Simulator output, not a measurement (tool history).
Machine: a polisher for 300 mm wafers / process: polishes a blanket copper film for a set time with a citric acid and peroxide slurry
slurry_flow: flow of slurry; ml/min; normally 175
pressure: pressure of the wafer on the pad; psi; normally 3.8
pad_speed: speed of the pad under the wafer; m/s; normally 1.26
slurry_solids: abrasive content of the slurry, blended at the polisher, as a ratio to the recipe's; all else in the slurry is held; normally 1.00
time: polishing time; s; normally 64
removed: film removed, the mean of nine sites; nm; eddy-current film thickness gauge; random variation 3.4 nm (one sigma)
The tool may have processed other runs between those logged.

run	hour	slurry_flow	pressure	pad_speed	slurry_solids	time	incoming thickness of the incoming film, nm	removed
1	0.0	175	3.8	1.26	1.00	64	939.1	241.1
2	11.1	175	3.8	1.26	1.00	64	937.7	238.0
3	27.3	175	3.8	1.26	1.00	64	934.8	240.9
4	35.3	175	3.8	1.26	1.00	54	941.5	201.9
# hour 45.5: worn pad replaced by a new one
5	52.7	200	3.8	1.26	1.00	69	953.3	264.5
6	64.6	175	3.8	1.26	1.00	64	951.5	238.2
7	80.3	175	3.8	1.26	1.00	64	933.4	239.0
8	86.7	175	3.8	1.26	1.00	64	955.6	239.6
9	94.7	175	3.8	1.26	1.00	64	930.5	236.3
10	112.4	175	3.8	1.26	1.00	47	948.3	180.1
11	129.2	175	3.8	1.26	1.00	47	945.4	175.0
12	138.1	175	3.8	1.26	1.00	47	944.2	176.2
13	146.3	175	3.8	1.26	1.00	64	923.8	242.1
14	152.9	175	3.8	1.26	1.00	64	944.5	242.1
15	164.9	175	4.1	1.26	0.75	64	931.5	244.0
16	173.1	175	5.1	1.54	0.70	84	925.2	462.7
17	185.8	175	3.8	1.26	1.00	54	933.5	203.9
# hour 200.8: worn pad replaced by a new one
18	201.4	140	4.8	1.26	1.25	64	930.2	298.0
# hour 205.7: slurry blender recalibrated
# hour 211.2: head pressure recalibrated
19	216.1	220	3.1	0.98	1.10	64	924.9	174.5
20	225.4	175	3.8	1.26	1.00	64	945.5	236.8
21	237.9	135	4.3	1.26	1.20	64	929.8	269.5
22	245.2	175	4.2	1.26	1.00	64	943.0	258.3
23	257.7	175	3.8	1.10	1.00	77	931.9	260.3
24	274.9	175	3.8	1.26	1.25	64	944.4	246.8
# hour 277.4: slurry nozzle cleaned
25	286.3	175	3.8	1.26	1.00	43	926.0	160.8
26	293.0	125	3.8	1.04	0.85	47	928.2	141.3
27	310.8	175	3.8	1.26	1.00	54	941.8	207.4
28	328.2	175	3.8	1.26	1.00	64	946.2	241.4
# hour 343.0: worn pad replaced by a new one
29	344.2	175	4.6	1.26	1.00	64	922.1	286.2
30	358.3	175	3.8	1.48	1.00	64	955.4	265.6

5 ways to go on from here, each from the tool as it stands after run 30. What would each give?
A	358.7	175	3.8	1.26	1.00	57	934.8	?
B	358.7	175	3.0	1.26	1.00	64	934.8	?
C	358.7	175	3.3	0.90	1.00	64	934.8	?
D	358.7	235	4.6	1.42	1.00	64	934.8	?
E	358.7	125	2.9	1.26	1.00	64	934.8	?

run	removed
A	215.8
B	192.0
C	168.2
D	330.8
E	175.9
Stripped of hidden state, with their random variation kept, the same runs would have yielded:
run	removed
A	215.8
B	192.0
C	168.2
D	330.8
E	175.9
